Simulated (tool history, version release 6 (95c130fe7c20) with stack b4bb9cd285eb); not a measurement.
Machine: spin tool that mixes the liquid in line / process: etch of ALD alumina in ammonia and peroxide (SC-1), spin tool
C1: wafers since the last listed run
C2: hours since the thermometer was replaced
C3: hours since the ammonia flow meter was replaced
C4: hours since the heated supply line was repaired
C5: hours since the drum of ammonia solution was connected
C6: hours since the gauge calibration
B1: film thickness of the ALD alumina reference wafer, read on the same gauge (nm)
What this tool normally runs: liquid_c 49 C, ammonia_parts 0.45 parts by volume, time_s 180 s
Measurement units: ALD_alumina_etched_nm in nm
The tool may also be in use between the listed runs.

Run 1, hour 0: usual settings; C1 0; C2 1253.4; C3 93.3; C4 1086.5; C5 685.8; C6 51; B1 110.01. Result: ALD_alumina_etched_nm 8.28 nm.
Run 2, hour 29.6: usual settings; C1 262; C2 1283; C3 122.9; C4 1116.1; C5 715.4; C6 80.6; B1 110. Result: ALD_alumina_etched_nm 8.11 nm.
Run 3, hour 54.6: usual settings; C1 221; C2 1308; C3 147.9; C4 1141.1; C5 740.4; C6 105.6; B1 109.99. Result: ALD_alumina_etched_nm 8.27 nm.
Run 4, hour 76.1: usual settings but liquid_c 52.5 C, time_s 240 s; C1 190; C2 1329.5; C3 169.4; C4 1162.6; C5 761.9; C6 127.1; B1 110.01. Result: ALD_alumina_etched_nm 13.54 nm.
Run 5, hour 93.3: usual settings but liquid_c 51.5 C, ammonia_parts 0.3 parts by volume, time_s 250 s; C1 152; C2 1346.7; C3 186.6; C4 1179.8; C5 779.1; C6 144.3; B1 110. Result: ALD_alumina_etched_nm 12.41 nm.
Run 6, hour 113.6: usual settings but ammonia_parts 0.55 parts by volume, time_s 125 s; C1 180; C2 1367; C3 206.9; C4 1200.1; C5 799.4; C6 164.6; B1 109.98. Result: ALD_alumina_etched_nm 5.93 nm.
Run 7, hour 133.9: usual settings but ammonia_parts 0.3 parts by volume; C1 180; C2 1387.3; C3 227.2; C4 1220.4; C5 819.7; C6 184.9; B1 110.03. Result: ALD_alumina_etched_nm 7.81 nm.
Run 8, hour 152: usual settings but time_s 215 s; C1 160; C2 1405.4; C3 245.3; C4 1238.5; C5 837.8; C6 203; B1 110.02. Result: ALD_alumina_etched_nm 9.81 nm.
Run 9, hour 185: usual settings but ammonia_parts 0.6 parts by volume, time_s 270 s; C1 292; C2 1438.4; C3 278.3; C4 1271.5; C5 870.8; C6 236; B1 109.98. Result: ALD_alumina_etched_nm 12.56 nm.
Run 10, hour 197.3: usual settings but ammonia_parts 0.65 parts by volume; C1 109; C2 1450.7; C3 290.6; C4 1283.8; C5 883.1; C6 248.3; B1 109.99. Result: ALD_alumina_etched_nm 8.47 nm.
Run 11, hour 217.4: usual settings but liquid_c 57 C, ammonia_parts 0.55 parts by volume, time_s 260 s; C1 178; C2 1470.8; C3 310.7; C4 1303.9; C5 903.2; C6 268.4; B1 110.03. Result: ALD_alumina_etched_nm 18.39 nm.
At hour 228.3: heated supply line repaired.
Run 12, hour 245.7: usual settings; C1 242; C2 1499.1; C3 339; C4 17.4; C5 931.5; C6 296.7; B1 109.99. Result: ALD_alumina_etched_nm 8.22 nm.
Run 13, hour 263.9: usual settings but ammonia_parts 0.25 parts by volume; C1 161; C2 1517.3; C3 357.2; C4 35.6; C5 949.7; C6 314.9; B1 110.01. Result: ALD_alumina_etched_nm 7.84 nm.
Run 14, hour 286.2: usual settings but time_s 85 s; C1 197; C2 1539.6; C3 379.5; C4 57.9; C5 972; C6 337.2; B1 109.98. Result: ALD_alumina_etched_nm 3.89 nm.
At hour 294.7: new drum of ammonia solution connected.
Run 15, hour 305.5: usual settings but ammonia_parts 0.35 parts by volume; C1 162; C2 1558.9; C3 398.8; C4 77.2; C5 10.8; C6 356.5; B1 110.02. Result: ALD_alumina_etched_nm 8.02 nm.
At hour 363.5: thermometer replaced.
Run 16, hour 392.7: usual settings but liquid_c 51.5 C, ammonia_parts 0.6 parts by volume, time_s 270 s; C1 764; C2 29.2; C3 486; C4 164.4; C5 98; C6 443.7; B1 109.98. Result: ALD_alumina_etched_nm 14.33 nm.
Run 17, hour 421.9: usual settings but liquid_c 42 C, time_s 90 s; C1 258; C2 58.4; C3 515.2; C4 193.6; C5 127.2; C6 472.9; B1 109.99. Result: ALD_alumina_etched_nm 2.77 nm.
Run 18, hour 445.7: usual settings but time_s 235 s; C1 211; C2 82.2; C3 539; C4 217.4; C5 151; C6 496.7; B1 110. Result: ALD_alumina_etched_nm 10.86 nm.
Run 19, hour 470: usual settings but liquid_c 40 C, ammonia_parts 0.65 parts by volume, time_s 140 s; C1 215; C2 106.5; C3 563.3; C4 241.7; C5 175.3; C6 521; B1 110. Result: ALD_alumina_etched_nm 3.96 nm.
Run 20, hour 500.5: usual settings; C1 270; C2 137; C3 593.8; C4 272.2; C5 205.8; C6 551.5; B1 109.99. Result: ALD_alumina_etched_nm 8.17 nm.
Run 21, hour 533.3: usual settings but liquid_c 45.5 C; C1 290; C2 169.8; C3 626.6; C4 305; C5 238.6; C6 584.3; B1 109.99. Result: ALD_alumina_etched_nm 6.8 nm.
Run 22, hour 551.1: usual settings but liquid_c 46 C, time_s 150 s; C1 157; C2 187.6; C3 644.4; C4 322.8; C5 256.4; C6 602.1; B1 110.02. Result: ALD_alumina_etched_nm 5.83 nm.
Run 23, hour 566.5: usual settings; C1 136; C2 203; C3 659.8; C4 338.2; C5 271.8; C6 617.5; B1 110.02. Result: ALD_alumina_etched_nm 8.33 nm.
Run 24, hour 579.4: usual settings; C1 114; C2 215.9; C3 672.7; C4 351.1; C5 284.7; C6 630.4; B1 109.99. Result: ALD_alumina_etched_nm 8.04 nm.
Run 25, hour 612.6: usual settings but time_s 275 s; C1 294; C2 249.1; C3 705.9; C4 384.3; C5 317.9; C6 663.6; B1 109.97. Result: ALD_alumina_etched_nm 12.54 nm.
Run 26, hour 630.5: usual settings but liquid_c 44.5 C, ammonia_parts 0.3 parts by volume; C1 158; C2 267; C3 723.8; C4 402.2; C5 335.8; C6 681.5; B1 110.03. Result: ALD_alumina_etched_nm 6.13 nm.

The tool's hidden state at each run:
liquid hotter than its thermometer reads (K): 0, the same for each run
ammonia flow below the setpoint (%): 0, the same for each run
temperature lost on the way to the wafer (K): 0, the same for each run
ammonia solution weaker than its label (%): 0, the same for each run
gauge reads high (%): 0, the same for each run
